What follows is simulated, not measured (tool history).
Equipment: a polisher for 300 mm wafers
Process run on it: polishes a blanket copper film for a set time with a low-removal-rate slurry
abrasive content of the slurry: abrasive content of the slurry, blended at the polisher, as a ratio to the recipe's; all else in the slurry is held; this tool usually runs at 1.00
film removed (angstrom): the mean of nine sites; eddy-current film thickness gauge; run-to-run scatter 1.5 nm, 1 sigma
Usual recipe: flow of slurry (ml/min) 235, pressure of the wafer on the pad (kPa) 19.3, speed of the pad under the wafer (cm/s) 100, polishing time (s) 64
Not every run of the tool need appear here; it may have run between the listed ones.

run,hour,flow of slurry (ml/min),pressure of the wafer on the pad (kPa),speed of the pad under the wafer (cm/s),abrasive content of the slurry,polishing time (s),"incoming thickness of the incoming film, nm",film removed (angstrom)
1,0.0,235,19.3,82,1.00,64,1118.0,1417
2,13.0,235,19.3,100,1.00,64,1096.3,1686
3,27.9,235,19.3,84,1.00,64,1127.8,1424
4,35.1,235,19.3,84,1.00,64,1124.8,1430
# hour 40.8: worn pad replaced by a new one
5,60.6,235,19.3,100,1.00,64,1116.3,1671
6,70.1,235,19.3,100,1.00,64,1121.4,1714
7,78.7,235,19.3,100,1.00,64,1136.0,1675
8,88.0,235,24.1,100,1.00,64,1108.4,2098
9,99.7,235,19.3,100,1.00,73,1124.0,1901
# hour 109.0: head pressure recalibrated
10,109.5,235,19.3,100,1.00,64,1118.6,1648
11,118.6,235,19.3,100,1.00,64,1115.0,1623
12,124.8,235,19.3,100,1.00,64,1129.1,1655
# hour 130.0: worn pad replaced by a new one, of another model than before
13,134.5,235,19.3,100,1.00,64,1110.7,1666
# hour 141.0: slurry blender recalibrated
# hour 143.4: slurry nozzle cleaned
14,145.8,235,19.3,100,1.00,52,1106.8,1406
15,155.5,235,19.3,100,1.00,52,1131.4,1398
16,163.4,235,19.3,110,0.80,64,1137.4,1744
17,173.1,190,19.3,100,0.85,64,1123.3,1617
18,185.8,270,17.2,118,1.20,64,1141.7,1925
19,197.8,235,19.3,70,1.00,64,1121.2,1339
20,208.9,235,19.3,100,1.00,64,1106.5,1714
21,216.9,195,26.2,100,0.90,64,1132.8,1977
# hour 226.1: worn pad replaced by a new one
22,226.6,235,19.3,100,1.00,64,1102.2,1702
23,240.0,165,19.3,100,1.00,83,1125.1,2111
24,255.8,235,15.2,128,0.70,53,1101.0,1345
25,271.5,235,19.3,100,1.00,64,1111.5,1699
26,282.2,305,19.3,100,1.15,64,1124.3,1798
27,297.1,300,15.2,100,1.00,74,1113.9,1761
28,305.8,235,19.3,122,1.20,64,1116.7,2069
# hour 315.8: worn pad replaced by a new one
29,316.3,300,19.3,100,1.00,58,1122.1,1570
30,318.3,235,19.3,100,1.00,64,1124.1,1659

Run 31 has not been measured yet. What should we expect?
31,343.9,235,12.4,100,1.00,64,1133.0,?

{"run 31": {"film removed (angstrom)": 1284}}
With the hidden condition absent and the run-to-run variation left alone, this run would have shown film removed (angstrom) 1323.
